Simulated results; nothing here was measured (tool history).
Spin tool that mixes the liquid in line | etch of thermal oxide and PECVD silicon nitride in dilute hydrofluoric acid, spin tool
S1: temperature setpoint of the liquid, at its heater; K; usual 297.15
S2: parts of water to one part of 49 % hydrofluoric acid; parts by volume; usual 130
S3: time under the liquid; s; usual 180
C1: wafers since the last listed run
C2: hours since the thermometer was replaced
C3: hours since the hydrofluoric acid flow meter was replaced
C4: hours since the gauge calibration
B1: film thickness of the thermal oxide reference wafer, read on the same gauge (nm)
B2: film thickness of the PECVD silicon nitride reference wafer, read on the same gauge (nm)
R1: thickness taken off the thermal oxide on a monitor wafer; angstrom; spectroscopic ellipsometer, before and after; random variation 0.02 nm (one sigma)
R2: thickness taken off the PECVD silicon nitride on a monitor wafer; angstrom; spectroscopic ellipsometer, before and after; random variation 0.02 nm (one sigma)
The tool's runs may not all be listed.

run 1 day=0.000 | S1=297.15 S2=165 S3=180 | C1=0 C2=870.1 C3=152.8 C4=1403.2 | B1=80.02 B2=79.990 | R1=45.1 R2=35.96
run 2 day=3.725 | S1=297.15 S2=165 S3=180 | C1=871 C2=959.5 C3=242.2 C4=1492.6 | B1=80.02 B2=80.052 | R1=45.1 R2=35.78
run 3 day=6.788 | S1=297.15 S2=130 S3=180 | C1=716 C2=1033.0 C3=315.7 C4=1566.1 | B1=79.98 B2=79.961 | R1=59.4 R2=45.02
run 4 day=8.762 | S1=297.15 S2=130 S3=210 | C1=461 C2=1080.4 C3=363.1 C4=1613.5 | B1=80.02 B2=80.075 | R1=69.0 R2=52.72
run 5 day=10.838 | S1=297.15 S2=130 S3=210 | C1=485 C2=1130.2 C3=412.9 C4=1663.3 | B1=80.01 B2=79.982 | R1=69.1 R2=52.88
run 6 day=13.062 | S1=300.65 S2=130 S3=180 | C1=520 C2=1183.6 C3=466.3 C4=1716.7 | B1=80.00 B2=79.954 | R1=67.0 R2=56.43
-- day=14.983 thermometer replaced
run 7 day=15.725 | S1=297.15 S2=130 S3=180 | C1=613 C2=17.8 C3=530.2 C4=1780.6 | B1=80.00 B2=80.019 | R1=58.7 R2=44.87
run 8 day=18.646 | S1=297.15 S2=130 S3=180 | C1=683 C2=87.9 C3=600.3 C4=1850.7 | B1=79.99 B2=79.951 | R1=58.1 R2=44.85
-- day=22.354 hydrofluoric acid flow meter replaced
run 9 day=22.467 | S1=297.15 S2=130 S3=180 | C1=883 C2=179.6 C3=2.7 C4=1942.4 | B1=80.01 B2=79.997 | R1=59.9 R2=45.81
run 10 day=25.288 | S1=297.15 S2=130 S3=180 | C1=659 C2=247.3 C3=70.4 C4=2010.1 | B1=80.00 B2=79.997 | R1=59.9 R2=45.64
run 11 day=27.550 | S1=300.15 S2=130 S3=180 | C1=529 C2=301.6 C3=124.7 C4=2064.4 | B1=80.02 B2=79.960 | R1=66.9 R2=55.22
run 12 day=29.642 | S1=298.65 S2=130 S3=275 | C1=489 C2=351.8 C3=174.9 C4=2114.6 | B1=80.05 B2=79.992 | R1=96.8 R2=76.30
run 13 day=32.475 | S1=297.15 S2=105 S3=140 | C1=662 C2=419.8 C3=242.9 C4=2182.6 | B1=80.01 B2=79.975 | R1=58.9 R2=43.50
run 14 day=35.996 | S1=297.15 S2=170 S3=180 | C1=823 C2=504.3 C3=327.4 C4=2267.1 | B1=80.00 B2=80.008 | R1=43.3 R2=34.57
run 15 day=38.967 | S1=301.15 S2=165 S3=100 | C1=694 C2=575.6 C3=398.7 C4=2338.4 | B1=79.99 B2=80.011 | R1=28.6 R2=25.34
-- day=42.150 gauge calibrated
run 16 day=42.958 | S1=297.15 S2=130 S3=180 | C1=933 C2=671.4 C3=494.5 C4=19.4 | B1=80.03 B2=79.943 | R1=58.7 R2=44.97
run 17 day=45.938 | S1=295.15 S2=170 S3=145 | C1=696 C2=742.9 C3=566.0 C4=90.9 | B1=80.02 B2=80.067 | R1=31.8 R2=24.25
run 18 day=51.200 | S1=297.15 S2=130 S3=180 | C1=1230 C2=869.2 C3=692.3 C4=217.2 | B1=80.01 B2=79.966 | R1=58.1 R2=44.26
-- day=54.108 hydrofluoric acid flow meter replaced
run 19 day=54.425 | S1=297.15 S2=160 S3=275 | C1=744 C2=946.6 C3=7.6 C4=294.6 | B1=80.02 B2=79.970 | R1=71.7 R2=56.76
run 20 day=57.554 | S1=297.15 S2=180 S3=180 | C1=731 C2=1021.7 C3=82.7 C4=369.7 | B1=79.95 B2=80.018 | R1=40.8 R2=33.09
-- day=57.933 thermometer replaced
run 21 day=61.329 | S1=292.15 S2=165 S3=180 | C1=873 C2=81.5 C3=173.3 C4=460.3 | B1=80.00 B2=79.979 | R1=37.2 R2=25.88
run 22 day=64.121 | S1=297.15 S2=105 S3=180 | C1=652 C2=148.5 C3=240.3 C4=527.3 | B1=80.02 B2=79.968 | R1=76.1 R2=56.49
run 23 day=68.012 | S1=297.15 S2=130 S3=180 | C1=910 C2=241.9 C3=333.7 C4=620.7 | B1=80.02 B2=80.042 | R1=59.6 R2=45.28
run 24 day=70.325 | S1=295.15 S2=185 S3=285 | C1=540 C2=297.4 C3=389.2 C4=676.2 | B1=80.02 B2=79.970 | R1=57.3 R2=44.09
run 25 day=80.383 | S1=293.15 S2=130 S3=180 | C1=2352 C2=538.8 C3=630.6 C4=917.6 | B1=80.00 B2=80.017 | R1=50.0 R2=34.39

5 ways to go on from here, each from the tool as it stands after run 25. What would each give?
run A day=80.404 | S1=297.15 S2=130 S3=80 | C1=4 C2=539.3 C3=631.1 C4=918.1 | B1=? B2=? | R1=? R2=?
run B day=80.404 | S1=299.15 S2=130 S3=180 | C1=4 C2=539.3 C3=631.1 C4=918.1 | B1=? B2=? | R1=? R2=?
run C day=80.404 | S1=297.15 S2=130 S3=120 | C1=4 C2=539.3 C3=631.1 C4=918.1 | B1=? B2=? | R1=? R2=?
run D day=80.404 | S1=299.65 S2=95 S3=100 | C1=4 C2=539.3 C3=631.1 C4=918.1 | B1=? B2=? | R1=? R2=?
run E day=80.404 | S1=301.15 S2=130 S3=180 | C1=4 C2=539.3 C3=631.1 C4=918.1 | B1=? B2=? | R1=? R2=?

run=A B1=80.02 B2=80.043 R1=25.9 R2=19.82
run=B B1=80.02 B2=80.043 R1=63.0 R2=50.72
run=C B1=80.02 B2=80.043 R1=38.9 R2=29.73
run=D B1=80.02 B2=80.043 R1=51.1 R2=39.76
run=E B1=80.02 B2=80.043 R1=67.9 R2=57.56
Without the tool's hidden state the same runs would have given:
run=A R1=26.8 R2=20.40
run=B R1=65.2 R2=52.22
run=C R1=40.2 R2=30.60
run=D R1=52.8 R2=40.93
run=E R1=70.3 R2=59.28

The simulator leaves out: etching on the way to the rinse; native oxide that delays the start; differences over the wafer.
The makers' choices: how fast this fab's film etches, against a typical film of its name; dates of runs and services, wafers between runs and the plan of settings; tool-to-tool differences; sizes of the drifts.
